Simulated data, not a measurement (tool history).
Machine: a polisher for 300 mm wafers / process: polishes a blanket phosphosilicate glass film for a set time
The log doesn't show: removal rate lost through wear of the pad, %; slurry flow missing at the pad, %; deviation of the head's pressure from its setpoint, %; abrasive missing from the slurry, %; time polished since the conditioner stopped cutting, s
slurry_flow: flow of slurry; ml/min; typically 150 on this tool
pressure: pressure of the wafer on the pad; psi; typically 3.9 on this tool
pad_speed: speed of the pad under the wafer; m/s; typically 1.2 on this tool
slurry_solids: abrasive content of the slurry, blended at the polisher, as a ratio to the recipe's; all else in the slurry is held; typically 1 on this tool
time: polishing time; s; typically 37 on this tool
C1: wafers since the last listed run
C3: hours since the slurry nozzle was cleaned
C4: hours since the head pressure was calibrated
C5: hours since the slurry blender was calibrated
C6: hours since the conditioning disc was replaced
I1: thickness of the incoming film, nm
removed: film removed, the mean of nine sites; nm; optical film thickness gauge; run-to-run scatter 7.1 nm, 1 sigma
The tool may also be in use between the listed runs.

Run 1, hour 0: usual settings; C1 0; wafers polished on this pad 495; C3 225; C4 386.1; C5 73.7; C6 172.6; I1 3464.6. Result: removed 549.6 nm.
At hour 2.7: slurry nozzle cleaned.
Run 2, hour 26.7: usual settings; C1 236; wafers polished on this pad 731; C3 24; C4 412.8; C5 100.4; C6 199.3; I1 3408.7. Result: removed 533.5 nm.
At hour 38.8: worn pad replaced by a new one.
Run 3, hour 55.8: usual settings; C1 230; wafers polished on this pad 156; C3 53.1; C4 441.9; C5 129.5; C6 228.4; I1 3415.2. Result: removed 548 nm.
Run 4, hour 91.6: usual settings but slurry_solids 0.8; C1 329; wafers polished on this pad 485; C3 88.9; C4 477.7; C5 165.3; C6 264.2; I1 3457.3. Result: removed 511.5 nm.
Run 5, hour 121.9: usual settings but slurry_flow 170 ml/min, pressure 2.8 psi; C1 278; wafers polished on this pad 764; C3 119.2; C4 508; C5 195.6; C6 294.5; I1 3388.5. Result: removed 405.6 nm.
At hour 129.5: worn pad replaced by a new one.
At hour 132.1: slurry blender recalibrated.
Run 6, hour 141.6: usual settings but time 46 s; C1 125; wafers polished on this pad 92; C3 138.9; C4 527.7; C5 9.5; C6 314.2; I1 3467.8. Result: removed 684.3 nm.
Run 7, hour 159.2: usual settings but pressure 3.1 psi; C1 161; wafers polished on this pad 254; C3 156.5; C4 545.3; C5 27.1; C6 331.8; I1 3380.8. Result: removed 428.5 nm.
Run 8, hour 176.8: usual settings but pressure 3.1 psi; C1 161; wafers polished on this pad 416; C3 174.1; C4 562.9; C5 44.7; C6 349.4; I1 3428.7. Result: removed 441.7 nm.
Run 9, hour 197.6: usual settings; C1 191; wafers polished on this pad 607; C3 194.9; C4 583.7; C5 65.5; C6 370.2; I1 3412.2. Result: removed 539.8 nm.
Run 10, hour 219.5: usual settings; C1 201; wafers polished on this pad 809; C3 216.8; C4 605.6; C5 87.4; C6 392.1; I1 3457. Result: removed 553.3 nm.
At hour 229.3: worn pad replaced by a new one.
At hour 243.3: slurry nozzle cleaned.
At hour 251.9: head pressure recalibrated.
Run 11, hour 254.4: usual settings but pressure 5.1 psi, pad_speed 1.52 m/s; C1 256; wafers polished on this pad 203; C3 11.1; C4 2.5; C5 122.3; C6 427; I1 3389.3. Result: removed 879.9 nm.
Run 12, hour 276.8: usual settings; C1 205; wafers polished on this pad 409; C3 33.5; C4 24.9; C5 144.7; C6 449.4; I1 3410.8. Result: removed 545.9 nm.
At hour 292.2: slurry blender recalibrated.
At hour 295.8: conditioning disc replaced and pad reconditioned.
Run 13, hour 299.3: usual settings but slurry_flow 170 ml/min, pad_speed 0.9 m/s, time 50 s; C1 170; wafers polished on this pad 579; C3 56; C4 47.4; C5 7.1; C6 3.5; I1 3495.2. Result: removed 602.7 nm.
Run 14, hour 311.6: usual settings; C1 113; wafers polished on this pad 692; C3 68.3; C4 59.7; C5 19.4; C6 15.8; I1 3421.1. Result: removed 555.2 nm.
At hour 316.8: worn pad replaced by a new one.
Run 15, hour 326.9: usual settings but pad_speed 1 m/s; C1 103; wafers polished on this pad 93; C3 83.6; C4 75; C5 34.7; C6 31.1; I1 3440.9. Result: removed 472 nm.
Run 16, hour 358.7: usual settings but pressure 4.5 psi, pad_speed 0.92 m/s; C1 292; wafers polished on this pad 385; C3 115.4; C4 106.8; C5 66.5; C6 62.9; I1 3425.3. Result: removed 505.3 nm.
Run 17, hour 379.2: usual settings; C1 188; wafers polished on this pad 574; C3 135.9; C4 127.3; C5 87; C6 83.4; I1 3482.4. Result: removed 544.6 nm.
Run 18, hour 393.6: usual settings but slurry_flow 120 ml/min, slurry_solids 1.15, time 30 s; C1 132; wafers polished on this pad 706; C3 150.3; C4 141.7; C5 101.4; C6 97.8; I1 3385.4. Result: removed 453.9 nm.
At hour 415.7: worn pad replaced by a new one.
Run 19, hour 416.9: usual settings; C1 177; wafers polished on this pad 11; C3 173.6; C4 165; C5 124.7; C6 121.1; I1 3443.7. Result: removed 554.1 nm.
At hour 443.2: slurry nozzle cleaned.
Run 20, hour 448.8: usual settings but pad_speed 1.06 m/s, slurry_solids 0.8; C1 284; wafers polished on this pad 295; C3 5.6; C4 196.9; C5 156.6; C6 153; I1 3471.2. Result: removed 466.7 nm.
At hour 474.9: slurry blender recalibrated.
Run 21, hour 476.1: usual settings but slurry_flow 125 ml/min, pad_speed 0.94 m/s; C1 232; wafers polished on this pad 528; C3 32.9; C4 224.2; C5 1.2; C6 180.3; I1 3407.2. Result: removed 444.5 nm.

Branching from run 21: 3 alternative next runs. What would each branch give?
Run A, hour 476.5: usual settings; C1 3; wafers polished on this pad 531; C3 33.3; C4 224.6; C5 1.6; C6 180.7; I1 3415.6. Result: removed ?.
Run B, hour 476.5: usual settings but slurry_solids 1.15; C1 3; wafers polished on this pad 531; C3 33.3; C4 224.6; C5 1.6; C6 180.7; I1 3415.6. Result: removed ?.
Run C, hour 476.5: usual settings but pressure 4.9 psi, pad_speed 1.48 m/s, time 50 s; C1 3; wafers polished on this pad 531; C3 33.3; C4 224.6; C5 1.6; C6 180.7; I1 3415.6. Result: removed ?.

run  removed
  A    543.1
  B    566.4
  C   1090.5
With no hidden state in the tool, these same runs would have given:
run  removed
  A    543.1
  B    566.4
  C   1090.5

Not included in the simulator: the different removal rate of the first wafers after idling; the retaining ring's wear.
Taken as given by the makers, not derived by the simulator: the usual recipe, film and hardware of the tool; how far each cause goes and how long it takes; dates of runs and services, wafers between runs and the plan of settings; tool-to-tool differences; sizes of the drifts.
